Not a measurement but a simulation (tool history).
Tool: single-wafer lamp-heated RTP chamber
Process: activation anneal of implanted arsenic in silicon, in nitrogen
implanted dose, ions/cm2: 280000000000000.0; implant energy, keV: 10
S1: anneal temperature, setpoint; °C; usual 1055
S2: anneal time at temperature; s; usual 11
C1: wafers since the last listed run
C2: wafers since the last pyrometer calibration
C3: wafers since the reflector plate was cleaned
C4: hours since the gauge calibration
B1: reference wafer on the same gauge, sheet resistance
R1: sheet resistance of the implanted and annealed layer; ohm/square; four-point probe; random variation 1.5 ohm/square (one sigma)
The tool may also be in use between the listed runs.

run 1 day=0 | S1=1055 S2=11 | C1=0 C2=1646 C3=4101 C4=607.4 | B1=290.19 | R1=329.3
run 2 day=1.325 | S1=1055 S2=11 | C1=519 C2=2166 C3=4621 C4=639.2 | B1=290.07 | R1=328.46
run 3 day=2.746 | S1=1055 S2=11 | C1=557 C2=2723 C3=5178 C4=673.3 | B1=289.76 | R1=329.13
run 4 day=3.292 | S1=1055 S2=11 | C1=214 C2=2937 C3=5392 C4=686.4 | B1=289.68 | R1=326.27
run 5 day=4.5 | S1=1055 S2=11 | C1=473 C2=3411 C3=5866 C4=715.4 | B1=289.1 | R1=326.73
run 6 day=5.958 | S1=1055 S2=11 | C1=572 C2=3983 C3=6438 C4=750.4 | B1=289.03 | R1=325.31
run 7 day=6.85 | S1=1065 S2=11 | C1=349 C2=4333 C3=6788 C4=771.8 | B1=289.39 | R1=324.58
-- day=7.467 pyrometer window cleaned and pyrometer calibrated
run 8 day=7.542 | S1=1055 S2=8 | C1=140 C2=29 C3=6928 C4=788.4 | B1=289.17 | R1=331.17
run 9 day=8.979 | S1=1055 S2=9 | C1=563 C2=593 C3=7492 C4=822.9 | B1=288.85 | R1=329.42
-- day=9.821 reflector plate cleaned
run 10 day=10.279 | S1=1055 S2=9 | C1=379 C2=972 C3=179 C4=854.1 | B1=288.79 | R1=327.34
run 11 day=11.033 | S1=1055 S2=9 | C1=295 C2=1268 C3=474 C4=872.2 | B1=288.64 | R1=327.13
run 12 day=11.662 | S1=1055 S2=11 | C1=246 C2=1515 C3=721 C4=887.3 | B1=288.51 | R1=326.84
run 13 day=12.962 | S1=1055 S2=11 | C1=509 C2=2025 C3=1231 C4=918.5 | B1=288.68 | R1=328.19
run 14 day=14.112 | S1=1055 S2=11 | C1=451 C2=2476 C3=1682 C4=946.1 | B1=288.38 | R1=325.18
run 15 day=14.679 | S1=1070 S2=14 | C1=222 C2=2698 C3=1904 C4=959.7 | B1=288.31 | R1=318.4
run 16 day=15.558 | S1=1044 S2=5 | C1=344 C2=3043 C3=2249 C4=980.8 | B1=288.02 | R1=335.22
run 17 day=17.271 | S1=1055 S2=13 | C1=671 C2=3714 C3=2921 C4=1021.9 | B1=288.3 | R1=323.22
run 18 day=18.546 | S1=1035 S2=16 | C1=500 C2=4215 C3=3421 C4=1052.5 | B1=288.11 | R1=325.56
-- day=19.029 pyrometer window cleaned and pyrometer calibrated
run 19 day=19.592 | S1=1047 S2=4 | C1=279 C2=221 C3=3701 C4=1077.6 | B1=288.16 | R1=336.98
run 20 day=20.712 | S1=1084 S2=6 | C1=439 C2=660 C3=4140 C4=1104.5 | B1=287.63 | R1=324.45
run 21 day=21.292 | S1=1081 S2=14 | C1=227 C2=888 C3=4367 C4=1118.4 | B1=287.73 | R1=315.44
run 22 day=22.312 | S1=1055 S2=11 | C1=400 C2=1288 C3=4768 C4=1142.9 | B1=287.66 | R1=326
run 23 day=23.104 | S1=1069 S2=14 | C1=310 C2=1599 C3=5078 C4=1161.9 | B1=287.95 | R1=317.05
run 24 day=24.129 | S1=1074 S2=18 | C1=402 C2=2001 C3=5480 C4=1186.5 | B1=287.6 | R1=312.01
run 25 day=25.125 | S1=1077 S2=7 | C1=390 C2=2391 C3=5871 C4=1210.4 | B1=287.6 | R1=326.18
-- day=25.842 gauge calibrated
run 26 day=26.108 | S1=1066 S2=15 | C1=385 C2=2777 C3=6257 C4=6.4 | B1=298.68 | R1=329.17
-- day=26.929 reflector plate cleaned
run 27 day=27.325 | S1=1044 S2=11 | C1=346 C2=3123 C3=155 C4=35.6 | B1=297.97 | R1=342.12
run 28 day=28.504 | S1=1055 S2=11 | C1=462 C2=3586 C3=618 C4=63.9 | B1=297.49 | R1=335.7
run 29 day=29.783 | S1=1055 S2=17 | C1=501 C2=4088 C3=1119 C4=94.6 | B1=296.45 | R1=331.11
-- day=30.254 pyrometer window cleaned and pyrometer calibrated
run 30 day=30.596 | S1=1035 S2=14 | C1=187 C2=133 C3=1307 C4=114.1 | B1=296.4 | R1=336.75
run 31 day=31.512 | S1=1048 S2=15 | C1=359 C2=493 C3=1667 C4=136.1 | B1=295.62 | R1=335.05
run 32 day=32.792 | S1=1055 S2=7 | C1=501 C2=994 C3=2169 C4=166.8 | B1=295.38 | R1=336.97
run 33 day=34.05 | S1=1077 S2=11 | C1=493 C2=1488 C3=2662 C4=197 | B1=294.84 | R1=325.42
run 34 day=35.438 | S1=1055 S2=5 | C1=544 C2=2032 C3=3206 C4=230.3 | B1=293.9 | R1=339.18
run 35 day=36.008 | S1=1067 S2=13 | C1=223 C2=2256 C3=3430 C4=244 | B1=293.77 | R1=326.19
run 36 day=37.542 | S1=1055 S2=11 | C1=601 C2=2857 C3=4032 C4=280.8 | B1=293.36 | R1=331.4

Some steps in R1 between neighbouring runs. How much of each would the tool show without its hidden state too (settings, what came in, random variation), and how much is left for the hidden state, with any gauge scatter that isn't in both results?
The hidden state here: true wafer temperature minus pyrometer reading, K; wafer temperature error from the tarnished reflector plate, K; gauge reads high (%).
Run 15 -> 16: S1 1070 -> 1044, S2 14 -> 5. R1 +16.82 ohm/square: hidden state -0.7, all else +17.52.
Run 24 -> 25: S1 1074 -> 1077, S2 18 -> 7. R1 +14.17 ohm/square: hidden state -0.61, all else +14.78.
Run 25 -> 26: S1 1077 -> 1066, S2 7 -> 15, gauge calibrated. R1 +2.99 ohm/square: hidden state +12.66, all else -9.67.
Run 26 -> 27: S1 1066 -> 1044, S2 15 -> 11, reflector plate cleaned. R1 +12.95 ohm/square: hidden state -0.9, all else +13.85.
Run 33 -> 34: S1 1077 -> 1055, S2 11 -> 5. R1 +13.76 ohm/square: hidden state -0.88, all else +14.64.

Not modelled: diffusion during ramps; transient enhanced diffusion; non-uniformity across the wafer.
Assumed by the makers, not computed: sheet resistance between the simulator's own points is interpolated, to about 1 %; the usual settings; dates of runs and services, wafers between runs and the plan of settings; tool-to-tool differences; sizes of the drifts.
